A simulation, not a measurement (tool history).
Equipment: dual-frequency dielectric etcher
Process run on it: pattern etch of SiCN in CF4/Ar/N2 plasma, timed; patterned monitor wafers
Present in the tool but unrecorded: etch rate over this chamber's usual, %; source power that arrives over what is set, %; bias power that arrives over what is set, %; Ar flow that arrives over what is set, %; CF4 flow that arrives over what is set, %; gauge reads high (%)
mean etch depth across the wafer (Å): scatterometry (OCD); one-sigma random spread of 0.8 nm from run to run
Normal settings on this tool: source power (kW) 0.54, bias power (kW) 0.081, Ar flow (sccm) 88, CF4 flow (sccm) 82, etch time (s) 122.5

| run | hour | source power (kW) | bias power (kW) | Ar flow (sccm) | CF4 flow (sccm) | etch time (s) | wafers since the last listed run | hours since the last wet clean | hours since the last source power generator calibration | hours since the last bias power generator calibration | hours since the last Ar flow controller change | hours since the last CF4 flow controller change | hours since the last upper electrode change | hours since the gauge calibration | read-back reference wafer on the same gauge, depth_nm | mean etch depth across the wafer (Å) |
|---|---|---|---|---|---|---|---|---|---|---|---|---|---|---|---|---|
| 1 | 0 | 0.43 | 0.081 | 88 | 82 | 122.5 | 0 | 349.4 | 2341.6 | 3138.2 | 4400.6 | 4030.8 | 6299.6 | 151.8 | 123.2 | 1151 |
| 2 | 14.3 | 0.43 | 0.081 | 88 | 82 | 122.5 | 111 | 363.7 | 2355.9 | 3152.5 | 4414.9 | 4045.1 | 6313.9 | 166.1 | 122.9 | 1149 |
|  | 22.1 | source power generator calibrated |
| 3 | 22.6 | 0.43 | 0.081 | 88 | 82 | 122.5 | 33 | 372 | 0.5 | 3160.8 | 4423.2 | 4053.4 | 6322.2 | 174.4 | 123 | 1165 |
| 4 | 34.6 | 0.54 | 0.081 | 88 | 82 | 122.5 | 93 | 384 | 12.5 | 3172.8 | 4435.2 | 4065.4 | 6334.2 | 186.4 | 123.3 | 1329 |
|  | 56.3 | CF4 flow controller replaced |
|  | 59 | wet clean of the chamber |
|  | 73.8 | upper electrode replaced, of another model than before |
| 5 | 74.3 | 0.54 | 0.081 | 88 | 72 | 122.5 | 126 | 15.3 | 52.2 | 3212.5 | 4474.9 | 18 | 0.5 | 226.1 | 123.1 | 1369 |
| 6 | 74.6 | 0.54 | 0.081 | 88 | 72 | 122.5 | 2 | 15.6 | 52.5 | 3212.8 | 4475.2 | 18.3 | 0.8 | 226.4 | 123.1 | 1369 |
| 7 | 75 | 0.54 | 0.081 | 88 | 82 | 100 | 3 | 16 | 52.9 | 3213.2 | 4475.6 | 18.7 | 1.2 | 226.8 | 123 | 1139 |
| 8 | 75.3 | 0.54 | 0.081 | 88 | 98 | 122.5 | 2 | 16.3 | 53.2 | 3213.5 | 4475.9 | 19 | 1.5 | 227.1 | 123.2 | 1427 |
| 9 | 84.8 | 0.54 | 0.081 | 74 | 82 | 122.5 | 73 | 25.8 | 62.7 | 3223 | 4485.4 | 28.5 | 11 | 236.6 | 122.8 | 1411 |
| 10 | 102.1 | 0.54 | 0.081 | 88 | 82 | 122.5 | 134 | 43.1 | 80 | 3240.3 | 4502.7 | 45.8 | 28.3 | 253.9 | 122.8 | 1385 |
| 11 | 111.7 | 0.54 | 0.064 | 88 | 82 | 138.5 | 74 | 52.7 | 89.6 | 3249.9 | 4512.3 | 55.4 | 37.9 | 263.5 | 123.4 | 1413 |
|  | 128.5 | bias power generator calibrated |
|  | 144.8 | gauge calibrated |
| 12 | 154 | 0.54 | 0.081 | 88 | 82 | 122.5 | 297 | 95 | 131.9 | 25.5 | 4554.6 | 97.7 | 80.2 | 9.2 | 123 | 1376 |
| 13 | 165.3 | 0.47 | 0.081 | 88 | 82 | 122.5 | 87 | 106.3 | 143.2 | 36.8 | 4565.9 | 109 | 91.5 | 20.5 | 123.3 | 1202 |
|  | 181.1 | Ar flow controller replaced |
| 14 | 181.6 | 0.54 | 0.072 | 97 | 82 | 122.5 | 79 | 122.6 | 159.5 | 53.1 | 0.5 | 125.3 | 107.8 | 36.8 | 122.8 | 1293 |
| 15 | 190 | 0.54 | 0.081 | 88 | 82 | 122.5 | 65 | 131 | 167.9 | 61.5 | 8.9 | 133.7 | 116.2 | 45.2 | 122.7 | 1376 |
| 16 | 198.5 | 0.54 | 0.081 | 88 | 82 | 122.5 | 66 | 139.5 | 176.4 | 70 | 17.4 | 142.2 | 124.7 | 53.7 | 122.9 | 1375 |
| 17 | 206 | 0.61 | 0.081 | 88 | 82 | 91 | 58 | 147 | 183.9 | 77.5 | 24.9 | 149.7 | 132.2 | 61.2 | 123 | 1151 |
| 18 | 215.9 | 0.54 | 0.096 | 94 | 82 | 122.5 | 76 | 156.9 | 193.8 | 87.4 | 34.8 | 159.6 | 142.1 | 71.1 | 123 | 1457 |
| 19 | 226.4 | 0.45 | 0.081 | 88 | 82 | 156.5 | 81 | 167.4 | 204.3 | 97.9 | 45.3 | 170.1 | 152.6 | 81.6 | 122.9 | 1461 |
| 20 | 237.2 | 0.42 | 0.092 | 88 | 82 | 99 | 83 | 178.2 | 215.1 | 108.7 | 56.1 | 180.9 | 163.4 | 92.4 | 123.1 | 918 |
| 21 | 252.2 | 0.54 | 0.081 | 101 | 88 | 86 | 116 | 193.2 | 230.1 | 123.7 | 71.1 | 195.9 | 178.4 | 107.4 | 122.9 | 943 |

Run-by-run hidden state of the tool:
source power that arrives over what is set, %: 0 in every run
bias power that arrives over what is set, %: 0 in every run
Ar flow that arrives over what is set, %: 0 in every run
CF4 flow that arrives over what is set, %: 0 in every run
gauge reads high (%): 0 in every run
H1: etch rate over this chamber's usual, %
| run | H1 |
|---|---|
| 1 | -3.61 |
| 2 | -3.78 |
| 3 | -3.88 |
| 4 | -4.03 |
| 5 | -0.405 |
| 6 | -0.409 |
| 7 | -0.414 |
| 8 | -0.417 |
| 9 | -0.531 |
| 10 | -0.737 |
| 11 | -0.852 |
| 12 | -1.36 |
| 13 | -1.49 |
| 14 | -1.69 |
| 15 | -1.79 |
| 16 | -1.89 |
| 17 | -1.98 |
| 18 | -2.1 |
| 19 | -2.22 |
| 20 | -2.35 |
| 21 | -2.53 |
